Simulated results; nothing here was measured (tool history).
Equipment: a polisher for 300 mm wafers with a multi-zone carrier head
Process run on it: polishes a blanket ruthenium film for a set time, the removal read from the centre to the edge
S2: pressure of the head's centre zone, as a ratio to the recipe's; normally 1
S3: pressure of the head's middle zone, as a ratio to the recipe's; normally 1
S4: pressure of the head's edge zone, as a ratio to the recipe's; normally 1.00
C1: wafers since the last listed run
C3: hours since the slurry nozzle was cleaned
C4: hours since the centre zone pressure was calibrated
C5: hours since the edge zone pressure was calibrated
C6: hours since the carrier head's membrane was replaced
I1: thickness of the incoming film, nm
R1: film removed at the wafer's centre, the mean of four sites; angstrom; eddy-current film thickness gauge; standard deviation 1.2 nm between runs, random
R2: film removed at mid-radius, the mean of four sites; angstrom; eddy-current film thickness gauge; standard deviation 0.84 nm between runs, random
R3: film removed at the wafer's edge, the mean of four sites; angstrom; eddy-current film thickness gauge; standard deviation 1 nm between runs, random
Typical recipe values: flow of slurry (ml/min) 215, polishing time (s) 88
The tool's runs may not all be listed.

{"run": 1, "hour": 0.0, "flow of slurry (ml/min)": 215, "S2": 1, "S3": 1, "S4": 1.07, "polishing time (s)": 88, "C1": 0, "wafers polished on this pad": 535, "C3": 418.6, "C4": 743.1, "C5": 135.9, "C6": 1281.4, "I1": 448.2, "R1": 830, "R2": 839, "R3": 891}
{"run": 2, "hour": 42.3, "flow of slurry (ml/min)": 215, "S2": 1, "S3": 1, "S4": 1.07, "polishing time (s)": 88, "C1": 464, "wafers polished on this pad": 999, "C3": 460.9, "C4": 785.4, "C5": 178.2, "C6": 1323.7, "I1": 446.3, "R1": 824, "R2": 837, "R3": 897}
{"hour": 84.4, "done": "worn pad replaced by a new one"}
{"run": 3, "hour": 84.8, "flow of slurry (ml/min)": 215, "S2": 1, "S3": 1, "S4": 1.0, "polishing time (s)": 88, "C1": 422, "wafers polished on this pad": 4, "C3": 503.4, "C4": 827.9, "C5": 220.7, "C6": 1366.2, "I1": 456.6, "R1": 807, "R2": 833, "R3": 844}
{"run": 4, "hour": 133.4, "flow of slurry (ml/min)": 265, "S2": 1, "S3": 1, "S4": 1.06, "polishing time (s)": 88, "C1": 533, "wafers polished on this pad": 538, "C3": 552.0, "C4": 876.5, "C5": 269.3, "C6": 1414.8, "I1": 446.6, "R1": 848, "R2": 875, "R3": 920}
{"run": 5, "hour": 194.8, "flow of slurry (ml/min)": 265, "S2": 1, "S3": 1, "S4": 1.06, "polishing time (s)": 88, "C1": 674, "wafers polished on this pad": 1212, "C3": 613.4, "C4": 937.9, "C5": 330.7, "C6": 1476.2, "I1": 453.1, "R1": 842, "R2": 872, "R3": 899}
{"hour": 211.5, "done": "centre zone pressure recalibrated"}
{"hour": 236.0, "done": "worn pad replaced by a new one"}
{"run": 6, "hour": 239.3, "flow of slurry (ml/min)": 215, "S2": 1, "S3": 1, "S4": 0.93, "polishing time (s)": 88, "C1": 422, "wafers polished on this pad": 36, "C3": 657.9, "C4": 27.8, "C5": 375.2, "C6": 1520.7, "I1": 449.1, "R1": 802, "R2": 829, "R3": 832}
{"hour": 243.2, "done": "edge zone pressure recalibrated"}
{"run": 7, "hour": 266.9, "flow of slurry (ml/min)": 215, "S2": 1, "S3": 1, "S4": 0.93, "polishing time (s)": 88, "C1": 281, "wafers polished on this pad": 317, "C3": 685.5, "C4": 55.4, "C5": 23.7, "C6": 1548.3, "I1": 459.6, "R1": 813, "R2": 806, "R3": 818}

Forecast run 8:
{"hour": 362.2, "done": "worn pad replaced by a new one"}
{"run": 8, "hour": 390.2, "flow of slurry (ml/min)": 185, "S2": 1, "S3": 1, "S4": 1.04, "polishing time (s)": 88, "C1": 1310, "wafers polished on this pad": 307, "C3": 808.8, "C4": 178.7, "C5": 147.0, "C6": 1671.6, "I1": 458.6, "R1": "?", "R2": "?", "R3": "?"}

{"run 8": {"R1": 757, "R2": 794, "R3": 843}}
The same run, on a tool lacking any hidden state, would have yielded R1 873 angstrom, R2 901 angstrom, R3 921 angstrom.

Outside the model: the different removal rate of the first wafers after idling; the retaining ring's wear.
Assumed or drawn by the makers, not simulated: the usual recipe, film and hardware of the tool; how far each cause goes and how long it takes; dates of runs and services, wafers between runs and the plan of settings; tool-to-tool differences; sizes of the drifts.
